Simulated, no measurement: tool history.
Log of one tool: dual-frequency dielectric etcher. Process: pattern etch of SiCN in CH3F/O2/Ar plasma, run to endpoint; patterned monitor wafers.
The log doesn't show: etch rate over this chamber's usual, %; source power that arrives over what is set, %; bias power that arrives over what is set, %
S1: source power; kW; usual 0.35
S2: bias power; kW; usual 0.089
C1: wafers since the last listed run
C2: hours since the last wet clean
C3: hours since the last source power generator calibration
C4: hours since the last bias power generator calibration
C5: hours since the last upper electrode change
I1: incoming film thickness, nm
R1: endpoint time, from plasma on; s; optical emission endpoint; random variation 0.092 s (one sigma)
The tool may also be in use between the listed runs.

run   hour    S1     S2   C1     C2      C3      C4      C5    I1    R1
  1      0  0.35  0.106    0  377.3  1542.3  5277.1  1901.3  6.47  14.1
  2   12.6  0.35  0.105  174  389.9  1554.9  5289.7  1913.9  6.51  14.2
  3   20.6  0.35  0.105  110  397.9  1562.9  5297.7  1921.9  6.51  14.1
  4   26.7  0.35  0.089   84    404    1569  5303.8    1928  6.47  15.1
  5   38.6  0.35  0.089  164  415.9  1580.9  5315.7  1939.9  6.48    15
  6   49.3   0.3  0.073  148  426.6  1591.6  5326.4  1950.6  6.51  17.7
  7   87.3  0.35  0.089  525  464.6  1629.6  5364.4  1988.6  6.43  14.8
  8   95.1  0.35  0.089  107  472.4  1637.4  5372.2  1996.4  6.52  15.2
     134.9  -- source power generator calibrated
  9  135.4  0.35  0.089  502  512.7     0.5  5412.5  2036.7  6.49    15
     157.2  -- bias power generator calibrated
 10  164.9  0.35  0.089  352  542.2      30     7.7  2066.2   6.5  15.1
 11  178.3  0.35  0.089  185  555.6    43.4    21.1  2079.6  6.47  14.8
 12  192.8  0.35  0.089  200  570.1    57.9    35.6  2094.1   6.5    15
 13  203.7  0.35  0.089  150    581    68.8    46.5    2105  6.49  14.8
 14  214.6  0.41  0.105  150  591.9    79.7    57.4  2115.9  6.55  13.2
 15  221.6  0.35  0.089   96  598.9    86.7    64.4  2122.9  6.47  14.8
     248.1  -- upper electrode replaced
 16  248.6   0.3  0.106   41  625.9   113.7    91.4     0.5  6.51  15.1
 17    254   0.4  0.069   74  631.3   119.1    96.8     5.9  6.52  15.6
     280.7  -- wet clean of the chamber
 18  281.2  0.32  0.104   44    0.5   146.3     124    33.1  6.51  14.2
 19  281.6  0.43  0.099    5    0.9   146.7   124.4    33.5  6.49  12.7
 20  324.4  0.29  0.106  592   43.7   189.5   167.2    76.3  6.53  14.9
 21  332.9  0.38  0.102  117   52.2     198   175.7    84.8  6.54  13.3
 22    346  0.35  0.089  181   65.3   211.1   188.8    97.9   6.5  14.5

Run 23 comes next. What will it give?
     372.7  -- wet clean of the chamber, repeated, since the last time left the tool worse
 23  373.2  0.43  0.095  44  0.5  238.3  216  125.1  6.53   ?

R1: 13.7 s
Without the tool's hidden state the same run would have given R1 13.8 s.
